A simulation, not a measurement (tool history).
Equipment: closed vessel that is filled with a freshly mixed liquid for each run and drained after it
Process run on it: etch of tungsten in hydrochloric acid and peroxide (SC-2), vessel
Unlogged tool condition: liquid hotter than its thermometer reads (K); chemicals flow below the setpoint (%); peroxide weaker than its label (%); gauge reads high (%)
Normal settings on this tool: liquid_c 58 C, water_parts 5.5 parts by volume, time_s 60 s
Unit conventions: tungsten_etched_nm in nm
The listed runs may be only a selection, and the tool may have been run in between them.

| run | hour | liquid_c | water_parts | time_s | wafers since the last listed run | hours since the thermometer was replaced | hours since the chemicals flow meter was replaced | hours since the drum of peroxide was connected | hours since the gauge calibration | read-back film thickness of the tungsten reference wafer, read on the same gauge (nm) | tungsten_etched_nm |
|---|---|---|---|---|---|---|---|---|---|---|---|
| 1 | 0 | 58 | 5.5 | 60 | 0 | 1693.7 | 622.9 | 428.4 | 1171.6 | 29.99 | 34.33 |
| 2 | 72.8 | 58 | 5.5 | 60 | 8792 | 1766.5 | 695.7 | 501.2 | 1244.4 | 30 | 34.58 |
|  | 103 | new drum of peroxide connected |
| 3 | 123.4 | 63 | 5.5 | 70 | 5990 | 1817.1 | 746.3 | 20.4 | 1295 | 29.99 | 54.69 |
| 4 | 224 | 58 | 5.5 | 80 | 12150 | 1917.7 | 846.9 | 121 | 1395.6 | 30 | 45.88 |
| 5 | 313.7 | 58 | 5.5 | 80 | 10834 | 2007.4 | 936.6 | 210.7 | 1485.3 | 30.01 | 45.31 |
| 6 | 385.9 | 58 | 5.5 | 80 | 8720 | 2079.6 | 1008.8 | 282.9 | 1557.5 | 30.02 | 45.37 |
| 7 | 481.6 | 58 | 5.5 | 60 | 11558 | 2175.3 | 1104.5 | 378.6 | 1653.2 | 30.03 | 33.79 |
| 8 | 541.4 | 58 | 5.5 | 60 | 7222 | 2235.1 | 1164.3 | 438.4 | 1713 | 29.99 | 33.48 |
| 9 | 646.2 | 58 | 5.5 | 60 | 12657 | 2339.9 | 1269.1 | 543.2 | 1817.8 | 30.01 | 33.53 |
|  | 703.1 | new drum of peroxide connected |
| 10 | 720.8 | 58 | 5.5 | 75 | 8889 | 2414.5 | 1343.7 | 17.7 | 1892.4 | 30 | 41.73 |
| 11 | 760.5 | 65 | 4 | 30 | 4795 | 2454.2 | 1383.4 | 57.4 | 1932.1 | 30 | 32.47 |
| 12 | 805.7 | 62.5 | 4 | 60 | 5459 | 2499.4 | 1428.6 | 102.6 | 1977.3 | 30.01 | 55.73 |
|  | 810.8 | chemicals flow meter replaced |
| 13 | 897.3 | 58 | 5.5 | 90 | 10942 | 2591 | 86.5 | 194.2 | 2068.9 | 30.01 | 48.02 |
| 14 | 941.3 | 65.5 | 5.5 | 45 | 5314 | 2635 | 130.5 | 238.2 | 2112.9 | 30.01 | 37.67 |
|  | 1069.7 | thermometer replaced |
| 15 | 1146.7 | 51 | 5.5 | 45 | 24687 | 77 | 335.9 | 443.6 | 2318.3 | 30 | 14.92 |
|  | 1169.7 | gauge calibrated |
| 16 | 1183.5 | 58 | 5.5 | 60 | 4444 | 113.8 | 372.7 | 480.4 | 13.8 | 29.99 | 31.76 |
| 17 | 1227.3 | 53.5 | 7.5 | 45 | 5290 | 157.6 | 416.5 | 524.2 | 57.6 | 30 | 13.83 |
|  | 1236.2 | chemicals flow meter replaced, repeated, since the last time left the tool worse |
| 18 | 1334.8 | 64 | 4.5 | 50 | 12863 | 265.1 | 98.6 | 631.7 | 165.1 | 29.99 | 49.41 |
|  | 1365.9 | new drum of peroxide connected |
| 19 | 1408.4 | 58 | 5.5 | 60 | 8768 | 338.7 | 172.2 | 42.5 | 238.7 | 29.98 | 35.19 |
| 20 | 1460 | 64 | 7.5 | 90 | 6232 | 390.3 | 223.8 | 94.1 | 290.3 | 30 | 60.95 |

For run 21, what comes out?
| 21 | 1555 | 61 | 8.5 | 35 | 11474 | 485.3 | 318.8 | 189.1 | 385.3 | ? | ? |

Run 21 produced read-back film thickness of the tungsten reference wafer, read on the same gauge (nm) 30.01, tungsten_etched_nm 17.52 nm.
With the hidden condition absent and the run-to-run variation left alone, this run would have shown tungsten_etched_nm 17.88 nm.
